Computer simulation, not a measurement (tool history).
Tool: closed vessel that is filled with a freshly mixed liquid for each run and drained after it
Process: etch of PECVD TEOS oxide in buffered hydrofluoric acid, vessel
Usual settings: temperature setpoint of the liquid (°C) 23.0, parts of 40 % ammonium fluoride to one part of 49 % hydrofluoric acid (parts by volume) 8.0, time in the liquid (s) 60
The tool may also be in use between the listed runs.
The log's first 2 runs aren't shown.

run	day	temperature setpoint of the liquid (°C)	parts of 40 % ammonium fluoride to one part of 49 % hydrofluoric acid (parts by volume)	time in the liquid (s)	wafers since the last listed run	hours since the thermometer was replaced	hours since the hydrofluoric acid flow meter was replaced	hours since the gauge calibration	read-back film thickness of the PECVD TEOS oxide reference wafer, read on the same gauge (nm)	thickness taken off the PECVD TEOS oxide on a monitor wafer (nm)
3	0.558	23.0	8.0	60	663	1064.9	384.6	210.0	120.02	254.07
4	0.971	23.0	8.0	60	1026	1074.8	394.5	219.9	119.96	255.19
5	1.429	23.0	8.0	60	1140	1085.8	405.5	230.9	119.99	253.89
6	3.333	23.0	8.0	60	4739	1131.5	451.2	276.6	120.02	255.76
7	4.058	23.0	8.0	60	1804	1148.9	468.6	294.0	119.96	254.79
8	4.633	23.0	8.0	40	1431	1162.7	482.4	307.8	119.98	169.50
9	5.129	23.0	8.0	45	1234	1174.6	494.3	319.7	120.02	191.64
10	5.467	23.0	8.0	45	840	1182.7	502.4	327.8	120.01	192.59
11	5.867	25.0	8.0	50	995	1192.3	512.0	337.4	119.99	238.13
12	6.538	25.0	8.0	50	1669	1208.4	528.1	353.5	119.95	237.40
13	7.004	25.0	8.0	50	1161	1219.6	539.3	364.7	120.03	236.41
14	7.483	20.5	8.0	40	1192	1231.1	550.8	376.2	120.01	148.77
15	8.229	20.5	8.0	40	1856	1249.0	568.7	394.1	120.00	147.83
16	8.850	23.0	8.0	90	1545	1263.9	583.6	409.0	120.04	385.29
# day 8.921: thermometer replaced
17	9.479	19.0	10.5	90	1462	13.4	598.7	424.1	120.01	231.67
18	9.754	23.0	6.5	30	684	20.0	605.3	430.7	119.99	151.44
19	10.021	23.0	6.0	60	663	26.4	611.7	437.1	120.00	326.22
20	10.612	23.0	8.0	60	1472	40.6	625.9	451.3	120.05	245.57

Run 21 comes next. What will it give?
21	11.208	23.0	8.0	60	1483	54.9	640.2	465.6	?	?

{"run 21": {"read-back film thickness of the PECVD TEOS oxide reference wafer, read on the same gauge (nm)": 120.01, "thickness taken off the PECVD TEOS oxide on a monitor wafer (nm)": 246.18}}
Without the tool's hidden state the same run would have given thickness taken off the PECVD TEOS oxide on a monitor wafer (nm) 245.50.

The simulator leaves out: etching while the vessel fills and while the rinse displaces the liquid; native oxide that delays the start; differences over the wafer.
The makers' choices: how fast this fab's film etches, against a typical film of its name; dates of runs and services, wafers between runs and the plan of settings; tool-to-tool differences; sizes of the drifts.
